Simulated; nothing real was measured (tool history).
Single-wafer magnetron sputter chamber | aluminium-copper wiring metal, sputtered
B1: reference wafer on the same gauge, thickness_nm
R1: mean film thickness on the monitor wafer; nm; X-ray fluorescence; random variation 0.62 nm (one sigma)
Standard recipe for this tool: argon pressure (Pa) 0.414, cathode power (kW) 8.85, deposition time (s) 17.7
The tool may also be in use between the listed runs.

run 1 hour=0 | argon_pressure_(Pa)=0.414 cathode_power_(kW)=8.85 deposition_time_(s)=17.7 | B1=251.001 | R1=290.779
run 2 hour=54 | argon_pressure_(Pa)=0.414 cathode_power_(kW)=8.85 deposition_time_(s)=17.7 | B1=251.17 | R1=288.8
run 3 hour=108.1 | argon_pressure_(Pa)=0.414 cathode_power_(kW)=8.85 deposition_time_(s)=17.7 | B1=251.152 | R1=288.62
run 4 hour=139 | argon_pressure_(Pa)=0.414 cathode_power_(kW)=8.85 deposition_time_(s)=17.7 | B1=250.881 | R1=288.463
-- hour=258 sputter target and shields replaced
run 5 hour=288.6 | argon_pressure_(Pa)=0.414 cathode_power_(kW)=8.85 deposition_time_(s)=17.7 | B1=251.126 | R1=291.403
run 6 hour=351 | argon_pressure_(Pa)=0.414 cathode_power_(kW)=8.85 deposition_time_(s)=17.7 | B1=251.193 | R1=288.843
run 7 hour=381.3 | argon_pressure_(Pa)=0.414 cathode_power_(kW)=8.85 deposition_time_(s)=17.7 | B1=250.957 | R1=289.763
-- hour=417.6 gauge calibrated
run 8 hour=421.8 | argon_pressure_(Pa)=0.414 cathode_power_(kW)=8.85 deposition_time_(s)=17.7 | B1=250.846 | R1=288.64
run 9 hour=454.1 | argon_pressure_(Pa)=0.414 cathode_power_(kW)=8.85 deposition_time_(s)=17.7 | B1=251.134 | R1=287.308
run 10 hour=483.5 | argon_pressure_(Pa)=0.414 cathode_power_(kW)=8.85 deposition_time_(s)=17.7 | B1=250.887 | R1=288.028
run 11 hour=511.9 | argon_pressure_(Pa)=0.414 cathode_power_(kW)=8.85 deposition_time_(s)=17.7 | B1=251.07 | R1=287.523
-- hour=521.4 sputter target and shields replaced
run 12 hour=542.7 | argon_pressure_(Pa)=0.541 cathode_power_(kW)=8.85 deposition_time_(s)=16 | B1=250.945 | R1=247.451
run 13 hour=601.5 | argon_pressure_(Pa)=0.541 cathode_power_(kW)=8.85 deposition_time_(s)=16 | B1=251.176 | R1=246.704
run 14 hour=640.4 | argon_pressure_(Pa)=0.541 cathode_power_(kW)=8.85 deposition_time_(s)=16 | B1=250.884 | R1=245.458
run 15 hour=679 | argon_pressure_(Pa)=0.474 cathode_power_(kW)=9.85 deposition_time_(s)=17.7 | B1=250.79 | R1=307.94
-- hour=687.7 capacitance manometer re-zeroed and calibrated
run 16 hour=718.3 | argon_pressure_(Pa)=0.369 cathode_power_(kW)=10.25 deposition_time_(s)=15.9 | B1=250.852 | R1=298.018
-- hour=774.4 sputter target and shields replaced
run 17 hour=776 | argon_pressure_(Pa)=0.284 cathode_power_(kW)=6.9 deposition_time_(s)=18.9 | B1=251.109 | R1=272.118
run 18 hour=811.6 | argon_pressure_(Pa)=0.414 cathode_power_(kW)=8.85 deposition_time_(s)=17.7 | B1=251.097 | R1=290.731
run 19 hour=871.9 | argon_pressure_(Pa)=0.316 cathode_power_(kW)=7.45 deposition_time_(s)=17.7 | B1=250.822 | R1=264.426
run 20 hour=896.4 | argon_pressure_(Pa)=0.481 cathode_power_(kW)=8.15 deposition_time_(s)=20.5 | B1=251.152 | R1=303.099
run 21 hour=947.3 | argon_pressure_(Pa)=0.472 cathode_power_(kW)=10.8 deposition_time_(s)=19.5 | B1=250.905 | R1=364.17
run 22 hour=980.1 | argon_pressure_(Pa)=0.53 cathode_power_(kW)=8.3 deposition_time_(s)=20.1 | B1=251.01 | R1=293.705
-- hour=1008 magnet pack replaced
run 23 hour=1011.6 | argon_pressure_(Pa)=0.498 cathode_power_(kW)=10.2 deposition_time_(s)=16 | B1=251.041 | R1=279.6
-- hour=1021.9 sputter target and shields replaced
run 24 hour=1064.5 | argon_pressure_(Pa)=0.414 cathode_power_(kW)=10.85 deposition_time_(s)=17.7 | B1=251.122 | R1=342.537
run 25 hour=1108.5 | argon_pressure_(Pa)=0.331 cathode_power_(kW)=8.85 deposition_time_(s)=16.1 | B1=251.018 | R1=275.501
run 26 hour=1164.3 | argon_pressure_(Pa)=0.414 cathode_power_(kW)=8.85 deposition_time_(s)=17.7 | B1=251.247 | R1=289.081
run 27 hour=1196.5 | argon_pressure_(Pa)=0.414 cathode_power_(kW)=8.85 deposition_time_(s)=17.7 | B1=250.98 | R1=289.008
run 28 hour=1255.8 | argon_pressure_(Pa)=0.414 cathode_power_(kW)=7.95 deposition_time_(s)=17.7 | B1=250.844 | R1=264.419
-- hour=1282.2 sputter target and shields replaced
run 29 hour=1322.6 | argon_pressure_(Pa)=0.262 cathode_power_(kW)=10.55 deposition_time_(s)=19.6 | B1=250.991 | R1=402.886

4 ways to go on from here, each from the tool as it stands after run 29. What would each give?
run A hour=1323 | argon_pressure_(Pa)=0.414 cathode_power_(kW)=8.85 deposition_time_(s)=15.7 | B1=? | R1=?
run B hour=1323 | argon_pressure_(Pa)=0.528 cathode_power_(kW)=8.85 deposition_time_(s)=14.2 | B1=? | R1=?
run C hour=1323 | argon_pressure_(Pa)=0.414 cathode_power_(kW)=8.85 deposition_time_(s)=20.3 | B1=? | R1=?
run D hour=1323 | argon_pressure_(Pa)=0.479 cathode_power_(kW)=7.25 deposition_time_(s)=19.6 | B1=? | R1=?

run=A B1=251.103 R1=258.182
run=B B1=251.103 R1=221.052
run=C B1=251.103 R1=333.827
run=D B1=251.103 R1=266.321
What these runs would have given with no unlogged condition in the tool:
run=A R1=258.829
run=B R1=221.606
run=C R1=334.664
run=D R1=266.988

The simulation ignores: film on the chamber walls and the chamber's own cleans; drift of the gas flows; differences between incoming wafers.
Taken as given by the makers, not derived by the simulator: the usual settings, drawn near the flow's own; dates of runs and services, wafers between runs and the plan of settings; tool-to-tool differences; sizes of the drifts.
